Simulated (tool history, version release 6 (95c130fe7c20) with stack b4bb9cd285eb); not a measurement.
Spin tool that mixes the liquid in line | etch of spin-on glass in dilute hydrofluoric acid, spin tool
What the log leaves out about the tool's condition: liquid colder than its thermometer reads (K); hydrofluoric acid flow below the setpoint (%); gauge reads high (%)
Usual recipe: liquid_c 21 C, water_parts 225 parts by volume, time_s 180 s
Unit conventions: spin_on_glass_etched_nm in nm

| run | day | liquid_c | water_parts | time_s | wafers since the last listed run | hours since the thermometer was replaced | hours since the hydrofluoric acid flow meter was replaced | hours since the gauge calibration | read-back film thickness of the spin-on glass reference wafer, read on the same gauge (nm) | spin_on_glass_etched_nm |
|---|---|---|---|---|---|---|---|---|---|---|
| 1 | 0 | 21 | 225 | 180 | 0 | 1322.2 | 1443.1 | 1326.4 | 120 | 16.04 |
| 2 | 7.471 | 21 | 225 | 180 | 1271 | 1501.5 | 1622.4 | 1505.7 | 120.01 | 15.87 |
| 3 | 8.996 | 21 | 225 | 180 | 259 | 1538.1 | 1659 | 1542.3 | 119.99 | 15.7 |
| 4 | 11.6 | 21 | 225 | 180 | 443 | 1600.6 | 1721.5 | 1604.8 | 120.01 | 15.79 |
| 5 | 12.917 | 21 | 225 | 180 | 224 | 1632.2 | 1753.1 | 1636.4 | 120 | 15.63 |
| 6 | 15.917 | 21 | 225 | 180 | 510 | 1704.2 | 1825.1 | 1708.4 | 119.99 | 15.58 |
| 7 | 17.621 | 21 | 225 | 125 | 289 | 1745.1 | 1866 | 1749.3 | 120 | 10.93 |
| 8 | 19.671 | 21 | 265 | 180 | 348 | 1794.3 | 1915.2 | 1798.5 | 119.99 | 12.83 |
|  | 19.942 | thermometer replaced |
| 9 | 20.692 | 21 | 265 | 180 | 166 | 18 | 1939.7 | 1823 | 120 | 12.79 |
| 10 | 22.446 | 21 | 265 | 180 | 298 | 60.1 | 1981.8 | 1865.1 | 120 | 12.81 |
| 11 | 24.846 | 21 | 225 | 265 | 408 | 117.7 | 2039.4 | 1922.7 | 119.98 | 22.79 |
| 12 | 26.679 | 21 | 225 | 265 | 311 | 161.7 | 2083.4 | 1966.7 | 119.99 | 22.75 |
|  | 26.746 | hydrofluoric acid flow meter replaced |
| 13 | 27.792 | 19 | 150 | 90 | 182 | 188.4 | 25.1 | 1993.4 | 120.03 | 11.36 |
| 14 | 29.658 | 17 | 135 | 80 | 317 | 233.2 | 69.9 | 2038.2 | 120.01 | 10.58 |
| 15 | 32.333 | 21 | 225 | 180 | 455 | 297.4 | 134.1 | 2102.4 | 120 | 15.02 |
|  | 32.454 | gauge calibrated |
| 16 | 33.779 | 19.5 | 225 | 180 | 245 | 332.1 | 168.8 | 31.8 | 120 | 14.25 |
| 17 | 35.854 | 17 | 320 | 250 | 353 | 381.9 | 218.6 | 81.6 | 119.98 | 11.76 |
| 18 | 37.554 | 19 | 140 | 180 | 289 | 422.7 | 259.4 | 122.4 | 120.01 | 24.78 |
| 19 | 39.196 | 21 | 225 | 180 | 279 | 462.1 | 298.8 | 161.8 | 119.97 | 15.15 |
| 20 | 42.133 | 25 | 335 | 180 | 499 | 532.6 | 369.3 | 232.3 | 120 | 10.54 |
| 21 | 44.788 | 21 | 225 | 180 | 451 | 596.3 | 433 | 296 | 120.03 | 14.99 |
|  | 46.129 | hydrofluoric acid flow meter replaced, repeated, since the last time left the tool worse |
| 22 | 46.917 | 17 | 225 | 210 | 355 | 647.4 | 18.9 | 347.1 | 120 | 16.21 |
| 23 | 49.754 | 21 | 225 | 270 | 482 | 715.5 | 87 | 415.2 | 119.99 | 24.71 |
| 24 | 50.95 | 21 | 225 | 215 | 203 | 744.2 | 115.7 | 443.9 | 120.02 | 19.5 |
| 25 | 53.317 | 21 | 225 | 135 | 402 | 801 | 172.5 | 500.7 | 120 | 12.1 |
| 26 | 56.162 | 17.5 | 145 | 260 | 484 | 869.3 | 240.8 | 569 | 119.98 | 34.43 |
| 27 | 57.733 | 21 | 225 | 180 | 267 | 907 | 278.5 | 606.7 | 120.01 | 16.41 |
| 28 | 60.367 | 25 | 265 | 180 | 448 | 970.2 | 341.7 | 669.9 | 120.01 | 15.34 |
| 29 | 61.379 | 21 | 255 | 230 | 172 | 994.5 | 366 | 694.2 | 120.01 | 17.9 |
| 30 | 68.788 | 21 | 225 | 90 | 1260 | 1172.3 | 543.8 | 872 | 120 | 7.98 |
| 31 | 71.512 | 23 | 305 | 180 | 463 | 1237.7 | 609.2 | 937.4 | 120 | 11.79 |
| 32 | 74.246 | 17 | 225 | 235 | 465 | 1303.3 | 674.8 | 1003 | 120.01 | 17.94 |
| 33 | 76.708 | 19 | 185 | 180 | 418 | 1362.4 | 733.9 | 1062.1 | 119.99 | 18.94 |

Some steps in spin_on_glass_etched_nm, run to run, broken into two amounts with sign: the step expected even without the hidden condition (settings, incoming material, random variation), and the rest, left for the hidden condition together with whatever gauge scatter is not in both the measured and the hidden-condition-free result:
Run 17 -> 18: liquid_c 17 -> 19, water_parts 320 -> 140, time_s 250 -> 180. spin_on_glass_etched_nm +13.02 nm: hidden state -1, all else +14.02.
Run 18 -> 19: liquid_c 19 -> 21, water_parts 140 -> 225. spin_on_glass_etched_nm -9.63 nm: hidden state +0.7, all else -10.33.
Run 21 -> 22: liquid_c 21 -> 17, time_s 180 -> 210, hydrofluoric acid flow meter replaced, repeated, since the last time left the tool worse. spin_on_glass_etched_nm +1.22 nm: hidden state +1.34, all else -0.12.
Run 25 -> 26: liquid_c 21 -> 17.5, water_parts 225 -> 145, time_s 135 -> 260. spin_on_glass_etched_nm +22.33 nm: hidden state -0.21, all else +22.54.
Run 26 -> 27: liquid_c 17.5 -> 21, water_parts 145 -> 225, time_s 260 -> 180. spin_on_glass_etched_nm -18.02 nm: hidden state +0.14, all else -18.16.
